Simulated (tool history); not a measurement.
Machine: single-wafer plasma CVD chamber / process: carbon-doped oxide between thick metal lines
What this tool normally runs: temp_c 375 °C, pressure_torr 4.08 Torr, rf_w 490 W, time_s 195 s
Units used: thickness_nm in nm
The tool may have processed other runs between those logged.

run   hour  temp_c  pressure_torr  rf_w  time_s  wafers since the last listed run  hours since the last thermocouple change  hours since the last RF generator calibration  hours since the last manometer calibration  hours since the showerhead was replaced  hours since the gauge calibration  read-back reference wafer on the same gauge, thickness_nm  thickness_nm
  1      0     375           4.08   490     195                                 0                                       798                                          682.9                                        3028                                     7845                               69.6                                                    814.821       879.372
  2    9.9     375           4.08   490     195                                76                                     807.9                                          692.8                                      3037.9                                   7854.9                               79.5                                                    815.046       881.547
  3   21.7     375           4.08   490     195                                91                                     819.7                                          704.6                                      3049.7                                   7866.7                               91.3                                                    815.102       881.289
  4   36.2     375           4.08   490     195                               112                                     834.2                                          719.1                                      3064.2                                   7881.2                              105.8                                                    815.108       880.173
  5   47.1     375           4.08   490     195                                84                                     845.1                                            730                                      3075.1                                   7892.1                              116.7                                                     815.02       877.774
  6   61.6     375           4.08   490     195                               112                                     859.6                                          744.5                                      3089.6                                   7906.6                              131.2                                                    815.162       880.036
  7   76.6     375           4.08   490     195                               116                                     874.6                                          759.5                                      3104.6                                   7921.6                              146.2                                                    814.922       877.945
  8   91.7     375           4.08   490     195                               117                                     889.7                                          774.6                                      3119.7                                   7936.7                              161.3                                                    815.076       875.541
  9   99.8     384           4.08   490     195                                62                                     897.8                                          782.7                                      3127.8                                   7944.8                              169.4                                                    814.811        860.58
 10  151.7     384           4.08   490     195                               403                                     949.7                                          834.6                                      3179.7                                   7996.7                              221.3                                                    814.975       857.919
 11  169.6     375           4.08   490     195                               139                                     967.6                                          852.5                                      3197.6                                   8014.6                              239.2                                                    815.144       873.501
     178.6  -- showerhead replaced
 12  184.7     375           4.08   490     195                                55                                     982.7                                          867.6                                      3212.7                                      6.1                              254.3                                                    814.918       871.988
 13  198.1     387           4.08   535     195                               104                                     996.1                                            881                                      3226.1                                     19.5                              267.7                                                     814.82       903.466
 14  208.3     375           4.08   490     195                                79                                    1006.3                                          891.2                                      3236.3                                     29.7                              277.9                                                    815.095       869.404
     216.8  -- RF generator calibrated
     225.6  -- capacitance manometer re-zeroed and calibrated
 15  226.1     363           3.62   490     195                                13                                    1024.1                                            9.3                                         0.5                                     47.5                              295.7                                                    815.042       903.052
 16  241.4     369           4.08   490     195                               118                                    1039.4                                           24.6                                        15.8                                     62.8                                311                                                    815.006       907.507
 17  255.5     375           4.08   490     195                               109                                    1053.5                                           38.7                                        29.9                                     76.9                              325.1                                                    815.107       898.202
 18    270     375           4.08   490     160                               112                                      1068                                           53.2                                        44.4                                     91.4                              339.6                                                    815.122       734.366
     271.1  -- gauge calibrated
     284.7  -- thermocouple changed; heater temperature recalibrated
 19  285.2     375           3.26   440     195                                55                                       0.5                                           68.4                                        59.6                                    106.6                               14.1                                                    814.924       809.937
 20    300     375           4.08   490     163                               115                                      15.3                                           83.2                                        74.4                                    121.4                               28.9                                                     814.87        749.51
 21  313.9     367           4.08   545     167                               108                                      29.2                                           97.1                                        88.3                                    135.3                               42.8                                                    815.265       835.246
 22  360.2     389           4.86   440     195                               359                                      75.5                                          143.4                                       134.6                                    181.6                               89.1                                                    815.129       832.292
 23  372.2     360           4.08   490     219                                93                                      87.5                                          155.4                                       146.6                                    193.6                              101.1                                                    815.223      1037.601
 24  378.6     382           3.74   395     195                                49                                      93.9                                          161.8                                         153                                      200                              107.5                                                    815.104       748.419
 25  386.5     375           4.08   490     195                                61                                     101.8                                          169.7                                       160.9                                    207.9                              115.4                                                    814.927       895.116
 26  393.6     375           4.08   490     195                                55                                     108.9                                          176.8                                         168                                      215                              122.5                                                    815.141       895.598
 27  410.1     369           4.08   415     195                               128                                     125.4                                          193.3                                       184.5                                    231.5                                139                                                    814.837       806.269
 28  419.6     375           4.08   490     195                                73                                     134.9                                          202.8                                         194                                      241                              148.5                                                    814.864        894.96

Some steps in thickness_nm, run to run, broken into two amounts with sign: the step expected even without the hidden condition (settings, incoming material, random variation), and the rest, left for the hidden condition together with whatever gauge scatter is not in both the measured and the hidden-condition-free result:
Hidden conditions of the tool in this case: wafer temperature above the value expected at the setpoint (K); delivered RF power above the setpoint (%); true pressure above the setpoint (%); gauge reads high (%).
Run 9 -> 10: nothing adjusted, nothing logged. thickness_nm -2.661 nm: hidden state -2.477, all else -0.184.
Run 14 -> 15: temp_c 375 -> 363, pressure_torr 4.08 -> 3.62, RF generator calibrated, capacitance manometer re-zeroed and calibrated. thickness_nm +33.648 nm: hidden state +24.657, all else +8.991.
Run 22 -> 23: temp_c 389 -> 360, pressure_torr 4.86 -> 4.08, rf_w 440 -> 490, time_s 195 -> 219. thickness_nm +205.309 nm: hidden state -0.205, all else +205.514.
Run 23 -> 24: temp_c 360 -> 382, pressure_torr 4.08 -> 3.74, rf_w 490 -> 395, time_s 219 -> 195. thickness_nm -289.182 nm: hidden state +0.155, all else -289.337.

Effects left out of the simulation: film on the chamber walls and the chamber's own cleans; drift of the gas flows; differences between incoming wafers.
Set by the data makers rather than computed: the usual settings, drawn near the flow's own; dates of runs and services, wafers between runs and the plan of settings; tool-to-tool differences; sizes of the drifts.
